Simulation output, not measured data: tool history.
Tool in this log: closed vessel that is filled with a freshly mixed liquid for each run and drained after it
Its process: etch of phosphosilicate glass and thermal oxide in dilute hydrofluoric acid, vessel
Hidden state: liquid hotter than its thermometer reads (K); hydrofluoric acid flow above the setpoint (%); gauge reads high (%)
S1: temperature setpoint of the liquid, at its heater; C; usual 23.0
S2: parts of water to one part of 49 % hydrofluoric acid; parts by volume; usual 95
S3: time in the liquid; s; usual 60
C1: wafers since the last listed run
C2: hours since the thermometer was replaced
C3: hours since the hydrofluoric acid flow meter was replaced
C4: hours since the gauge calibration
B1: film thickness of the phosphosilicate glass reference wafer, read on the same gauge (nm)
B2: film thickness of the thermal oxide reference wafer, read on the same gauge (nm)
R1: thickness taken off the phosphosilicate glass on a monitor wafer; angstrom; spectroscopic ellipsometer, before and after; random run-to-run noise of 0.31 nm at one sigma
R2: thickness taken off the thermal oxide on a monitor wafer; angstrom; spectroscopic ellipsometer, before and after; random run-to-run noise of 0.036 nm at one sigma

{"run": 1, "hour": 0.0, "S1": 23.0, "S2": 95, "S3": 60, "C1": 0, "C2": 604.9, "C3": 364.1, "C4": 742.2, "B1": 138.35, "B2": 128.482, "R1": 761.5, "R2": 26.51}
{"run": 2, "hour": 63.3, "S1": 23.0, "S2": 95, "S3": 60, "C1": 5581, "C2": 668.2, "C3": 427.4, "C4": 805.5, "B1": 138.27, "B2": 128.383, "R1": 760.5, "R2": 26.2}
{"hour": 237.0, "done": "hydrofluoric acid flow meter replaced"}
{"run": 3, "hour": 360.9, "S1": 23.0, "S2": 95, "S3": 75, "C1": 26155, "C2": 965.8, "C3": 123.9, "C4": 1103.1, "B1": 137.91, "B2": 128.041, "R1": 946.9, "R2": 32.67}
{"run": 4, "hour": 456.2, "S1": 23.0, "S2": 95, "S3": 75, "C1": 8403, "C2": 1061.1, "C3": 219.2, "C4": 1198.4, "B1": 137.86, "B2": 128.011, "R1": 949.8, "R2": 32.45}
{"run": 5, "hour": 540.8, "S1": 25.5, "S2": 95, "S3": 60, "C1": 7460, "C2": 1145.7, "C3": 303.8, "C4": 1283.0, "B1": 137.79, "B2": 127.946, "R1": 833.0, "R2": 29.27}
{"run": 6, "hour": 640.9, "S1": 24.5, "S2": 95, "S3": 60, "C1": 8827, "C2": 1245.8, "C3": 403.9, "C4": 1383.1, "B1": 137.71, "B2": 127.873, "R1": 803.9, "R2": 28.06}
{"run": 7, "hour": 737.7, "S1": 24.5, "S2": 95, "S3": 60, "C1": 8536, "C2": 1342.6, "C3": 500.7, "C4": 1479.9, "B1": 137.65, "B2": 127.841, "R1": 806.4, "R2": 26.99}
{"hour": 789.3, "done": "hydrofluoric acid flow meter replaced"}
{"run": 8, "hour": 927.3, "S1": 24.5, "S2": 95, "S3": 60, "C1": 16631, "C2": 1532.2, "C3": 138.0, "C4": 1669.5, "B1": 137.54, "B2": 127.723, "R1": 802.1, "R2": 27.54}
{"hour": 961.6, "done": "gauge calibrated"}
{"run": 9, "hour": 1012.6, "S1": 23.0, "S2": 95, "S3": 60, "C1": 7521, "C2": 1617.5, "C3": 223.3, "C4": 51.0, "B1": 139.68, "B2": 129.662, "R1": 769.1, "R2": 26.46}
{"run": 10, "hour": 1056.6, "S1": 23.0, "S2": 95, "S3": 60, "C1": 3880, "C2": 1661.5, "C3": 267.3, "C4": 95.0, "B1": 139.53, "B2": 129.516, "R1": 764.0, "R2": 26.76}
{"run": 11, "hour": 1129.5, "S1": 25.5, "S2": 135, "S3": 80, "C1": 6428, "C2": 1734.4, "C3": 340.2, "C4": 167.9, "B1": 139.2, "B2": 129.258, "R1": 754.3, "R2": 25.54}
{"run": 12, "hour": 1170.5, "S1": 23.0, "S2": 60, "S3": 75, "C1": 3615, "C2": 1775.4, "C3": 381.2, "C4": 208.9, "B1": 139.01, "B2": 129.095, "R1": 1577.1, "R2": 54.28}
{"hour": 1198.5, "done": "thermometer replaced"}
{"run": 13, "hour": 1213.9, "S1": 23.0, "S2": 95, "S3": 60, "C1": 3738, "C2": 15.4, "C3": 424.6, "C4": 252.3, "B1": 138.9, "B2": 128.955, "R1": 762.7, "R2": 26.52}
{"run": 14, "hour": 1309.7, "S1": 23.0, "S2": 95, "S3": 60, "C1": 8447, "C2": 111.2, "C3": 520.4, "C4": 348.1, "B1": 138.56, "B2": 128.682, "R1": 764.0, "R2": 26.63}
{"hour": 1414.5, "done": "hydrofluoric acid flow meter replaced"}
{"run": 15, "hour": 1580.2, "S1": 23.0, "S2": 75, "S3": 60, "C1": 23765, "C2": 381.7, "C3": 165.7, "C4": 618.6, "B1": 137.95, "B2": 128.124, "R1": 984.6, "R2": 34.07}
{"run": 16, "hour": 1639.6, "S1": 23.0, "S2": 55, "S3": 60, "C1": 5238, "C2": 441.1, "C3": 225.1, "C4": 678.0, "B1": 137.85, "B2": 128.007, "R1": 1384.0, "R2": 47.5}
{"run": 17, "hour": 1744.1, "S1": 27.0, "S2": 45, "S3": 50, "C1": 9215, "C2": 545.6, "C3": 329.6, "C4": 782.5, "B1": 137.66, "B2": 127.88, "R1": 1668.3, "R2": 57.85}
{"run": 18, "hour": 1839.7, "S1": 19.0, "S2": 95, "S3": 35, "C1": 8430, "C2": 641.2, "C3": 425.2, "C4": 878.1, "B1": 137.52, "B2": 127.737, "R1": 375.4, "R2": 12.99}
{"run": 19, "hour": 1932.2, "S1": 23.0, "S2": 75, "S3": 60, "C1": 8156, "C2": 733.7, "C3": 517.7, "C4": 970.6, "B1": 137.42, "B2": 127.618, "R1": 978.8, "R2": 34.55}
{"run": 20, "hour": 1985.6, "S1": 23.0, "S2": 120, "S3": 60, "C1": 4708, "C2": 787.1, "C3": 571.1, "C4": 1024.0, "B1": 137.4, "B2": 127.572, "R1": 576.9, "R2": 20.5}

3 ways to go on from here, each from the tool as it stands after run 20. What would each give?
{"run": "A", "hour": 1986.3, "S1": 23.0, "S2": 95, "S3": 35, "C1": 61, "C2": 787.8, "C3": 571.8, "C4": 1024.7, "B1": "?", "B2": "?", "R1": "?", "R2": "?"}
{"run": "B", "hour": 1986.3, "S1": 21.0, "S2": 130, "S3": 60, "C1": 61, "C2": 787.8, "C3": 571.8, "C4": 1024.7, "B1": "?", "B2": "?", "R1": "?", "R2": "?"}
{"run": "C", "hour": 1986.3, "S1": 23.0, "S2": 95, "S3": 50, "C1": 61, "C2": 787.8, "C3": 571.8, "C4": 1024.7, "B1": "?", "B2": "?", "R1": "?", "R2": "?"}

run=A B1=137.35 B2=127.583 R1=439.5 R2=15.34
run=B B1=137.35 B2=127.583 R1=488.2 R2=17.04
run=C B1=137.35 B2=127.583 R1=627.8 R2=21.92
Stripped of hidden state, with their random variation kept, the same runs would have yielded:
run=A R1=447.8 R2=15.64
run=B R1=497.5 R2=17.37
run=C R1=639.8 R2=22.34
